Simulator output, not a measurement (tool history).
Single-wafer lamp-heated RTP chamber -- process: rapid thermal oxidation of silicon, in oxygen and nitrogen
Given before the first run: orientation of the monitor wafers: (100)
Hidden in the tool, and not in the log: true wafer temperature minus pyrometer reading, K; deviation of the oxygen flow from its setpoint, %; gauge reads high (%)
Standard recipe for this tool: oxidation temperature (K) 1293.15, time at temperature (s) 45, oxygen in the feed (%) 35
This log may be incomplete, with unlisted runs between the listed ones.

run	hour	oxidation temperature (K)	time at temperature (s)	oxygen in the feed (%)	wafers since the last listed run	wafers since the last pyrometer calibration	hours since the oxygen flow controller was replaced	hours since the gauge calibration	read-back reference wafer on the same gauge, thickness	oxide thickness on the monitor wafer (nm)
1	0.0	1293.15	45	35	0	986	954.2	2320.2	3.291	4.060
2	42.7	1293.15	45	35	270	1256	996.9	2362.9	3.289	4.079
3	135.5	1281.15	45	35	588	1845	1089.7	2455.7	3.291	3.758
4	429.7	1281.15	45	35	1864	3709	1383.9	2749.9	3.292	3.763
5	507.5	1281.15	45	35	493	4202	1461.7	2827.7	3.290	3.758
6	561.7	1293.15	45	35	343	4546	1515.9	2881.9	3.292	4.041
7	624.5	1293.15	45	35	398	4944	1578.7	2944.7	3.290	4.066
# hour 642.8: pyrometer window cleaned and pyrometer calibrated
8	722.4	1293.15	45	35	569	504	1676.6	3042.6	3.292	4.043
9	766.1	1293.15	45	35	276	781	1720.3	3086.3	3.290	4.049
10	1024.3	1293.15	45	35	1636	2418	1978.5	3344.5	3.289	4.051
11	1096.6	1293.15	45	35	458	2876	2050.8	3416.8	3.289	4.052
12	1202.2	1293.15	45	35	669	3545	2156.4	3522.4	3.291	4.054
# hour 1238.2: gauge calibrated
13	1263.1	1293.15	45	17	385	3931	2217.3	24.9	3.291	3.295
14	1355.6	1293.15	45	17	586	4517	2309.8	117.4	3.287	3.285
# hour 1451.4: pyrometer window cleaned and pyrometer calibrated
15	1453.8	1319.15	45	35	571	15	2408.0	215.6	3.291	4.800
16	1507.0	1293.15	58	21	337	352	2461.2	268.8	3.285	3.822
17	1601.6	1293.15	45	35	599	952	2555.8	363.4	3.288	4.046
18	1681.0	1321.15	45	35	503	1455	2635.2	442.8	3.291	4.862
# hour 1828.6: oxygen flow controller replaced
19	1893.3	1304.15	32	60	1294	2750	64.7	655.1	3.290	4.495
20	1968.7	1303.15	59	35	477	3228	140.1	730.5	3.288	4.778
21	2039.3	1293.15	23	35	447	3675	210.7	801.1	3.293	3.109
22	2122.4	1277.15	62	60	526	4202	293.8	884.2	3.289	4.923
23	2176.7	1293.15	45	35	344	4546	348.1	938.5	3.293	4.001
24	2235.1	1293.15	55	35	370	4916	406.5	996.9	3.288	4.333
25	2303.2	1301.15	45	18	431	5348	474.6	1065.0	3.288	3.431
# hour 2341.9: pyrometer window cleaned and pyrometer calibrated
26	2367.6	1293.15	61	35	357	162	539.0	1129.4	3.292	4.515
27	2446.0	1282.15	45	35	496	659	617.4	1207.8	3.289	3.715
28	2530.2	1293.15	45	35	533	1193	701.6	1292.0	3.290	4.004
29	2578.9	1293.15	45	35	308	1502	750.3	1340.7	3.289	3.994
30	2653.3	1269.15	25	43	471	1973	824.7	1415.1	3.292	2.967
31	2756.2	1293.15	30	35	652	2625	927.6	1518.0	3.288	3.423
# hour 2786.1: oxygen flow controller replaced, repeated, since the last time left the tool worse
32	2797.3	1293.15	38	35	209	2835	11.2	1559.1	3.291	3.821
33	2876.2	1307.15	60	35	500	3335	90.1	1638.0	3.290	5.052
34	2969.4	1293.15	45	35	590	3926	183.3	1731.2	3.294	4.082
35	3045.3	1285.15	45	17	481	4407	259.2	1807.1	3.287	3.167
36	3148.9	1311.15	45	58	656	5064	362.8	1910.7	3.290	5.445
# hour 3216.1: pyrometer window cleaned and pyrometer calibrated
37	3216.6	1293.15	45	35	378	3	430.5	1978.4	3.290	4.074

How the hidden state differs across the entries between the runs, from the last listed run before each to the first after it:
Run 7 -> run 8: pyrometer window cleaned and pyrometer calibrated (hour 642.8)
  deviation of the oxygen flow from its setpoint, %: -2.88 -> -3.05
  the result without the hidden state subtracted from the measured one, oxide thickness on the monitor wafer (nm): -0.025 -> -0.026
Run 12 -> run 13: gauge calibrated (hour 1238.2)
  deviation of the oxygen flow from its setpoint, %: -3.9 -> -4.01
  the result without the hidden state subtracted from the measured one, oxide thickness on the monitor wafer (nm): -0.033 -> -0.029
Run 14 -> run 15: pyrometer window cleaned and pyrometer calibrated (hour 1451.4)
  deviation of the oxygen flow from its setpoint, %: -4.18 -> -4.35
  the result without the hidden state subtracted from the measured one, oxide thickness on the monitor wafer (nm): -0.030 -> -0.047
Run 18 -> run 19: oxygen flow controller replaced (hour 1828.6)
  deviation of the oxygen flow from its setpoint, %: -4.75 -> -8.84
  the result without the hidden state subtracted from the measured one, oxide thickness on the monitor wafer (nm): -0.053 -> -0.058
Run 25 -> run 26: pyrometer window cleaned and pyrometer calibrated (hour 2341.9)
  deviation of the oxygen flow from its setpoint, %: -9.57 -> -9.68
  the result without the hidden state subtracted from the measured one, oxide thickness on the monitor wafer (nm): -0.080 -> -0.101
Run 31 -> run 32: oxygen flow controller replaced, repeated, since the last time left the tool worse (hour 2786.1)
  deviation of the oxygen flow from its setpoint, %: -10.4 -> 0.00376
  the result without the hidden state subtracted from the measured one, oxide thickness on the monitor wafer (nm): -0.072 -> +0.000
Run 36 -> run 37: pyrometer window cleaned and pyrometer calibrated (hour 3216.1)
  deviation of the oxygen flow from its setpoint, %: -0.621 -> -0.741
  the result without the hidden state subtracted from the measured one, oxide thickness on the monitor wafer (nm): -0.005 -> -0.006
